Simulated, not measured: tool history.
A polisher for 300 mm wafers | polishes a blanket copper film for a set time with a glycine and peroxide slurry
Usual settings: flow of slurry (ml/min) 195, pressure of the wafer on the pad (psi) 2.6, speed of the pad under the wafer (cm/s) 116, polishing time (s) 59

run     day  flow of slurry (ml/min)  pressure of the wafer on the pad (psi)  speed of the pad under the wafer (cm/s)  polishing time (s)  wafers since the last listed run  wafers polished on this pad  hours since the slurry nozzle was cleaned  hours since the head pressure was calibrated  incoming thickness of the incoming film, nm  film removed (nm)
  1       0                      195                                     2.6                                      142                  59                                 0                         1239                                      506.8                                           285                                       1558.9              375.6
      2.721  -- worn pad replaced by a new one
      2.808  -- head pressure recalibrated
  2   2.921                      195                                     2.6                                      116                  59                               319                           13                                      576.9                                           2.7                                       1566.6              322.1
  3   4.658                      195                                     2.6                                      116                  59                               207                          221                                      618.6                                          44.4                                       1575.4              328.4
  4   7.112                      195                                     2.6                                      116                  59                               293                          514                                      677.5                                         103.3                                       1544.5              334.7
  5   8.792                      195                                     2.6                                      116                  59                               200                          715                                      717.8                                         143.6                                       1559.2              331.8
  6   9.875                      195                                     2.6                                      116                  59                               129                          845                                      743.8                                         169.6                                       1564.6              334.6
  7  12.275                      195                                       2                                      116                  59                               286                         1132                                      801.4                                         227.2                                         1578              266.3
  8  14.008                      195                                       2                                      116                  59                               207                         1339                                        843                                         268.8                                       1576.1              262.9
     15.612  -- worn pad replaced by a new one
  9  16.271                      195                                     2.6                                      116                  59                               250                           78                                      897.3                                         323.1                                       1542.7              348.1
     17.333  -- head pressure recalibrated
 10  17.833                      195                                     2.6                                      116                  59                               176                          255                                      934.8                                            12                                       1553.2                316
     19.096  -- slurry nozzle cleaned
 11  20.462                      165                                       2                                      136                  48                               309                          564                                       32.8                                          75.1                                       1540.4              231.5
 12  27.362                      195                                     2.6                                      116                  59                               824                         1389                                      198.4                                         240.7                                       1565.6              326.7
     28.583  -- worn pad replaced by a new one
 13  28.658                      195                                     2.6                                      106                  73                               134                            8                                      229.5                                         271.8                                       1550.6                398
 14  30.004                      195                                     2.6                                      104                  72                               160                          169                                      261.8                                         304.1                                       1578.4              391.7
     31.188  -- head pressure recalibrated
 15  33.283                      250                                     2.6                                       84                  67                               381                          551                                      340.5                                          50.3                                       1561.9                310
 16  35.046                      230                                     3.4                                      116                  65                               210                          762                                      382.8                                          92.6                                       1578.2              454.5
 17  37.571                      195                                     2.6                                      116                  59                               301                         1064                                      443.4                                         153.2                                       1584.7              323.6
     39.025  -- worn pad replaced by a new one
 18  39.046                      195                                     2.6                                      116                  73                               156                            2                                      478.8                                         188.6                                       1574.9              421.1

Some steps in film removed (nm) between neighbouring runs. How much of each would the tool show without its hidden state too (settings, what came in, random variation), and how much is left for the hidden state, with any gauge scatter that isn't in both results?
The hidden state here: removal rate lost through wear of the pad, %; slurry flow missing at the pad, %; deviation of the head's pressure from its setpoint, %.
Run 9 -> 10: head pressure recalibrated. film removed (nm) -32.1: hidden state -31.6, all else -0.5.
Run 15 -> 16: flow of slurry (ml/min) 250 -> 230, pressure of the wafer on the pad (psi) 2.6 -> 3.4, speed of the pad under the wafer (cm/s) 84 -> 116, polishing time (s) 67 -> 65. film removed (nm) +144.5: hidden state +6.3, all else +138.2.

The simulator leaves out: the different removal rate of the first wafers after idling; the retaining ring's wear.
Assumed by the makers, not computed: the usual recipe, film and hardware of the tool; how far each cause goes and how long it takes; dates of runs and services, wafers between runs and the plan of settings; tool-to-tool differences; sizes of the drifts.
